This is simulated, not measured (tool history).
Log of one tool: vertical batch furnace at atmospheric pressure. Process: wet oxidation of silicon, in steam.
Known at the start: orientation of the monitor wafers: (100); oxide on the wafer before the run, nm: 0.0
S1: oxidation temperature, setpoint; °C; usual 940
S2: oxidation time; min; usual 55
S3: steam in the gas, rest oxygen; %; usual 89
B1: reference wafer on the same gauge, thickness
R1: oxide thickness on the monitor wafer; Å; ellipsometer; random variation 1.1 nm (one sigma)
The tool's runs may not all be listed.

Run 1, hour 0: usual settings; B1 238.95. Result: R1 2039 Å.
Run 2, hour 38.6: usual settings; B1 239.03. Result: R1 2068 Å.
Run 3, hour 98.3: usual settings; B1 239.31. Result: R1 2053.2 Å.
Run 4, hour 148.7: usual settings; B1 239.14. Result: R1 2065.9 Å.
Run 5, hour 193.1: usual settings but S1 926 °C; B1 238.74. Result: R1 1766.1 Å.
Run 6, hour 245.2: usual settings but S1 926 °C; B1 238.84. Result: R1 1758.2 Å.
Run 7, hour 299.4: usual settings but S2 74 min; B1 238.72. Result: R1 2606.8 Å.
Run 8, hour 345.7: usual settings but S2 74 min; B1 239.04. Result: R1 2623.7 Å.
Run 9, hour 382.8: usual settings but S2 74 min; B1 238.93. Result: R1 2617.4 Å.
Run 10, hour 435.5: usual settings; B1 238.81. Result: R1 2050.3 Å.
Run 11, hour 494.8: usual settings; B1 238.97. Result: R1 2052.3 Å.
Run 12, hour 545.1: usual settings; B1 239.32. Result: R1 2043.1 Å.
Run 13, hour 604.9: usual settings but S1 947 °C; B1 239.39. Result: R1 2209.9 Å.
Run 14, hour 659.9: usual settings but S1 947 °C; B1 239.02. Result: R1 2206.2 Å.
Run 15, hour 727.5: usual settings; B1 238.82. Result: R1 2064.3 Å.
Run 16, hour 786.4: usual settings; B1 239.05. Result: R1 2025.5 Å.
Run 17, hour 838.6: usual settings but S1 949 °C, S3 92 %; B1 239.19. Result: R1 2292 Å.
At hour 913.9: gauge calibrated.
Run 18, hour 1021.7: usual settings but S1 933 °C, S2 77.5 min; B1 239.2. Result: R1 2535.4 Å.
Run 19, hour 1057.5: usual settings; B1 239.07. Result: R1 2048.2 Å.
Run 20, hour 1103.7: usual settings but S2 72.5 min, S3 97 %; B1 239.04. Result: R1 2735.9 Å.
Run 21, hour 1163.1: usual settings but S2 43 min; B1 239.2. Result: R1 1664.9 Å.
Run 22, hour 1288.2: usual settings but S1 923 °C, S2 37 min; B1 239.16. Result: R1 1197.2 Å.
Run 23, hour 1322.7: usual settings but S1 951 °C; B1 238.84. Result: R1 2293.4 Å.
Run 24, hour 1467.8: usual settings but S1 962 °C, S2 77.5 min, S3 94 %; B1 238.9. Result: R1 3484.2 Å.
Run 25, hour 1536.1: usual settings but S2 62 min; B1 239.21. Result: R1 2268.1 Å.
Run 26, hour 1591.2: usual settings; B1 238.87. Result: R1 2043.5 Å.
At hour 1615.9: thermocouples replaced and temperature profile calibrated.
Run 27, hour 1616.4: usual settings but S1 952 °C, S2 34 min; B1 239.15. Result: R1 1559.4 Å.
At hour 1645.7: steam generator serviced.
Run 28, hour 1655.8: usual settings; B1 239.1. Result: R1 2082.1 Å.
Run 29, hour 1716.6: usual settings; B1 238.79. Result: R1 2075.2 Å.
Run 30, hour 1751.7: usual settings but S1 933 °C, S2 32 min, S3 85 %; B1 238.96. Result: R1 1150.3 Å.

Forecast run 31:
Run 31, hour 1807.3: usual settings but S2 64.5 min; B1 ?. Result: R1 ?.

Run 31 gave B1 238.91, R1 2350.7 Å.
Without the tool's hidden state the same run would have given R1 2370.8 Å.

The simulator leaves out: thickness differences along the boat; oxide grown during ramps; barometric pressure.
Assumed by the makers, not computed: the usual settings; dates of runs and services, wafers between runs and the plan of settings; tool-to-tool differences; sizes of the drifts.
